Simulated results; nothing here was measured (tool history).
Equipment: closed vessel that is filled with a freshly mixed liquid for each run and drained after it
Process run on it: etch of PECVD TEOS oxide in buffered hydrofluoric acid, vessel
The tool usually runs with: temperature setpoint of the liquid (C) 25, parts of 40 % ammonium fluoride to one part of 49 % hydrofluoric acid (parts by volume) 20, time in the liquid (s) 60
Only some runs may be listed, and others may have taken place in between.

run	day	temperature setpoint of the liquid (C)	parts of 40 % ammonium fluoride to one part of 49 % hydrofluoric acid (parts by volume)	time in the liquid (s)	read-back film thickness of the PECVD TEOS oxide reference wafer, read on the same gauge (nm)	thickness taken off the PECVD TEOS oxide on a monitor wafer (angstrom)
1	0	25	20	60	109.98	482.3
2	1.775	25	20	60	109.97	481.4
3	5.646	25	20	60	110.01	475.7
4	9.654	25	20	80	110.04	635.8
5	13.108	25	20	80	109.98	629.9
6	14.854	25	20	60	109.94	467.3
7	16.638	25	20	60	109.99	469.4
8	18.546	25	20	60	109.99	462.6
9	22.329	25	20	60	110.01	467.7
10	25.904	25	20	60	109.95	457.5
11	27.808	25	20	60	110.03	461.4
# day 30.388: thermometer replaced
12	32.012	25	20	60	109.98	456.1
13	36.088	25	20	60	110.06	453.3
14	39.542	21.5	23.5	85	109.99	480.4
15	41.554	25	16	75	109.99	689.4
# day 41.633: gauge calibrated
16	43.825	25	20	60	109.96	454.4
17	45.604	28	12	40	109.97	560.2
18	48.05	25	24.5	60	109.96	391
19	50.625	27	20	60	109.99	498.9
20	53.879	22	17	75	109.98	528.5
21	56.717	21	16.5	70	110.01	479.4
# day 57.612: hydrofluoric acid flow meter replaced
22	66.496	25	20	60	110.02	484.7
23	68.725	25	20	60	110.03	486.7
24	72.033	30	18	50	110.04	584.5
25	76.475	20.5	14.5	30	110.01	253.5
26	79.471	27	25.5	85	110.03	636.7

Run 27 comes next. What will it give?
27	81.958	25	20	60	?	?

Logged for run 27: read-back film thickness of the PECVD TEOS oxide reference wafer, read on the same gauge (nm) 109.97, thickness taken off the PECVD TEOS oxide on a monitor wafer (angstrom) 479.6.
Had the tool carried no hidden state, the very same run would have given thickness taken off the PECVD TEOS oxide on a monitor wafer (angstrom) 496.7.

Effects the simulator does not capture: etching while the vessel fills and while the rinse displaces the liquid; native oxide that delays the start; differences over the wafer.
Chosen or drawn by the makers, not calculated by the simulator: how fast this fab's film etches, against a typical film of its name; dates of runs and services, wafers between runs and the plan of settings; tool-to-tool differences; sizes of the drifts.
